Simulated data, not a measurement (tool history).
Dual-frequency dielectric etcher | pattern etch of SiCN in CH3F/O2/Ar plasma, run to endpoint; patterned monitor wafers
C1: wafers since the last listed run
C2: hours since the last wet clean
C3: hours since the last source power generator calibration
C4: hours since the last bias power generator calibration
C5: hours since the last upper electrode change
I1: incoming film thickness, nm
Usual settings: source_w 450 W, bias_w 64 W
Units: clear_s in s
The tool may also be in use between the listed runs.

Run 1, hour 0.0: usual settings; C1 0; C2 256.5; C3 1882.7; C4 1397.2; C5 1624.2; I1 7.77. Result: clear_s 20.0 s.
Run 2, hour 30.6: usual settings; C1 502; C2 287.1; C3 1913.3; C4 1427.8; C5 1654.8; I1 7.83. Result: clear_s 20.1 s.
Run 3, hour 50.1: usual settings; C1 320; C2 306.6; C3 1932.8; C4 1447.3; C5 1674.3; I1 7.74. Result: clear_s 19.9 s.
Run 4, hour 63.9: usual settings; C1 226; C2 320.4; C3 1946.6; C4 1461.1; C5 1688.1; I1 7.86. Result: clear_s 20.2 s.
Run 5, hour 86.1: usual settings; C1 364; C2 342.6; C3 1968.8; C4 1483.3; C5 1710.3; I1 7.78. Result: clear_s 19.9 s.
Run 6, hour 115.0: usual settings; C1 474; C2 371.5; C3 1997.7; C4 1512.2; C5 1739.2; I1 7.83. Result: clear_s 19.9 s.
At hour 152.6: wet clean of the chamber.
Run 7, hour 153.1: usual settings; C1 231; C2 0.5; C3 2035.8; C4 1550.3; C5 1777.3; I1 7.74. Result: clear_s 20.3 s.
Run 8, hour 174.1: usual settings; C1 344; C2 21.5; C3 2056.8; C4 1571.3; C5 1798.3; I1 7.77. Result: clear_s 20.4 s.
Run 9, hour 208.3: usual settings; C1 561; C2 55.7; C3 2091.0; C4 1605.5; C5 1832.5; I1 7.70. Result: clear_s 20.3 s.
Run 10, hour 231.5: usual settings; C1 380; C2 78.9; C3 2114.2; C4 1628.7; C5 1855.7; I1 7.88. Result: clear_s 20.7 s.
Run 11, hour 329.6: usual settings; C1 1610; C2 177.0; C3 2212.3; C4 1726.8; C5 1953.8; I1 7.85. Result: clear_s 20.4 s.
At hour 358.5: bias power generator calibrated.
Run 12, hour 359.0: usual settings; C1 416; C2 206.4; C3 2241.7; C4 0.5; C5 1983.2; I1 7.81. Result: clear_s 20.3 s.
Run 13, hour 401.6: usual settings; C1 699; C2 249.0; C3 2284.3; C4 43.1; C5 2025.8; I1 7.77. Result: clear_s 20.1 s.
Run 14, hour 435.3: usual settings; C1 553; C2 282.7; C3 2318.0; C4 76.8; C5 2059.5; I1 7.75. Result: clear_s 20.0 s.
Run 15, hour 467.0: usual settings but bias_w 72 W; C1 520; C2 314.4; C3 2349.7; C4 108.5; C5 2091.2; I1 7.83. Result: clear_s 19.3 s.
At hour 544.0: wet clean of the chamber.
Run 16, hour 573.2: usual settings but bias_w 72 W; C1 1349; C2 29.2; C3 2455.9; C4 214.7; C5 2197.4; I1 7.78. Result: clear_s 19.6 s.
At hour 581.4: source power generator calibrated.
Run 17, hour 585.8: usual settings but source_w 520 W; C1 141; C2 41.8; C3 4.4; C4 227.3; C5 2210.0; I1 7.86. Result: clear_s 19.7 s.
Run 18, hour 614.7: usual settings; C1 474; C2 70.7; C3 33.3; C4 256.2; C5 2238.9; I1 7.87. Result: clear_s 21.0 s.
Run 19, hour 646.1: usual settings but source_w 420 W, bias_w 50 W; C1 515; C2 102.1; C3 64.7; C4 287.6; C5 2270.3; I1 7.88. Result: clear_s 23.7 s.
Run 20, hour 664.6: usual settings but source_w 490 W, bias_w 58 W; C1 303; C2 120.6; C3 83.2; C4 306.1; C5 2288.8; I1 7.82. Result: clear_s 20.8 s.
Run 21, hour 691.8: usual settings but source_w 530 W, bias_w 53 W; C1 446; C2 147.8; C3 110.4; C4 333.3; C5 2316.0; I1 7.77. Result: clear_s 20.5 s.
Run 22, hour 707.6: usual settings but source_w 350 W, bias_w 55 W; C1 259; C2 163.6; C3 126.2; C4 349.1; C5 2331.8; I1 7.83. Result: clear_s 24.6 s.
Run 23, hour 738.9: usual settings; C1 513; C2 194.9; C3 157.5; C4 380.4; C5 2363.1; I1 7.81. Result: clear_s 20.6 s.
At hour 790.9: upper electrode replaced.
Run 24, hour 791.4: usual settings; C1 467; C2 247.4; C3 210.0; C4 432.9; C5 0.5; I1 7.71. Result: clear_s 20.2 s.
Run 25, hour 795.1: usual settings but source_w 390 W, bias_w 68 W; C1 60; C2 251.1; C3 213.7; C4 436.6; C5 4.2; I1 7.80. Result: clear_s 21.3 s.
Run 26, hour 827.1: usual settings but source_w 550 W, bias_w 49 W; C1 525; C2 283.1; C3 245.7; C4 468.6; C5 36.2; I1 7.87. Result: clear_s 20.8 s.
Run 27, hour 841.4: usual settings but source_w 410 W, bias_w 52 W; C1 234; C2 297.4; C3 260.0; C4 482.9; C5 50.5; I1 7.86. Result: clear_s 23.1 s.
Run 28, hour 855.1: usual settings but source_w 410 W, bias_w 53 W; C1 224; C2 311.1; C3 273.7; C4 496.6; C5 64.2; I1 7.78. Result: clear_s 22.6 s.
Run 29, hour 873.0: usual settings but source_w 480 W, bias_w 56 W; C1 293; C2 329.0; C3 291.6; C4 514.5; C5 82.1; I1 7.75. Result: clear_s 20.6 s.
Run 30, hour 934.6: usual settings; C1 1011; C2 390.6; C3 353.2; C4 576.1; C5 143.7; I1 7.88. Result: clear_s 20.4 s.
Run 31, hour 960.0: usual settings; C1 416; C2 416.0; C3 378.6; C4 601.5; C5 169.1; I1 7.83. Result: clear_s 20.3 s.
Run 32, hour 991.6: usual settings but bias_w 78 W; C1 518; C2 447.6; C3 410.2; C4 633.1; C5 200.7; I1 7.71. Result: clear_s 18.5 s.
At hour 1022.0: wet clean of the chamber.
Run 33, hour 1025.4: usual settings but source_w 340 W; C1 160; C2 3.4; C3 444.0; C4 666.9; C5 234.5; I1 7.78. Result: clear_s 23.4 s.
Run 34, hour 1052.0: usual settings but source_w 500 W, bias_w 73 W; C1 436; C2 30.0; C3 470.6; C4 693.5; C5 261.1; I1 7.70. Result: clear_s 18.5 s.
Run 35, hour 1077.9: usual settings; C1 425; C2 55.9; C3 496.5; C4 719.4; C5 287.0; I1 7.85. Result: clear_s 20.7 s.
Run 36, hour 1106.7: usual settings; C1 472; C2 84.7; C3 525.3; C4 748.2; C5 315.8; I1 7.81. Result: clear_s 20.5 s.

Forecast each of these 3 alternatives for the next run:
Run A, hour 1107.1: usual settings; C1 6; C2 85.1; C3 525.7; C4 748.6; C5 316.2; I1 7.86. Result: clear_s ?.
Run B, hour 1107.1: usual settings but source_w 370 W, bias_w 59 W; C1 6; C2 85.1; C3 525.7; C4 748.6; C5 316.2; I1 7.86. Result: clear_s ?.
Run C, hour 1107.1: usual settings but source_w 510 W, bias_w 74 W; C1 6; C2 85.1; C3 525.7; C4 748.6; C5 316.2; I1 7.86. Result: clear_s ?.

run  clear_s
  A     20.8
  B     23.4
  C     18.6
Without the tool's hidden state the same runs would have given:
run  clear_s
  A     21.2
  B     23.9
  C     19.0

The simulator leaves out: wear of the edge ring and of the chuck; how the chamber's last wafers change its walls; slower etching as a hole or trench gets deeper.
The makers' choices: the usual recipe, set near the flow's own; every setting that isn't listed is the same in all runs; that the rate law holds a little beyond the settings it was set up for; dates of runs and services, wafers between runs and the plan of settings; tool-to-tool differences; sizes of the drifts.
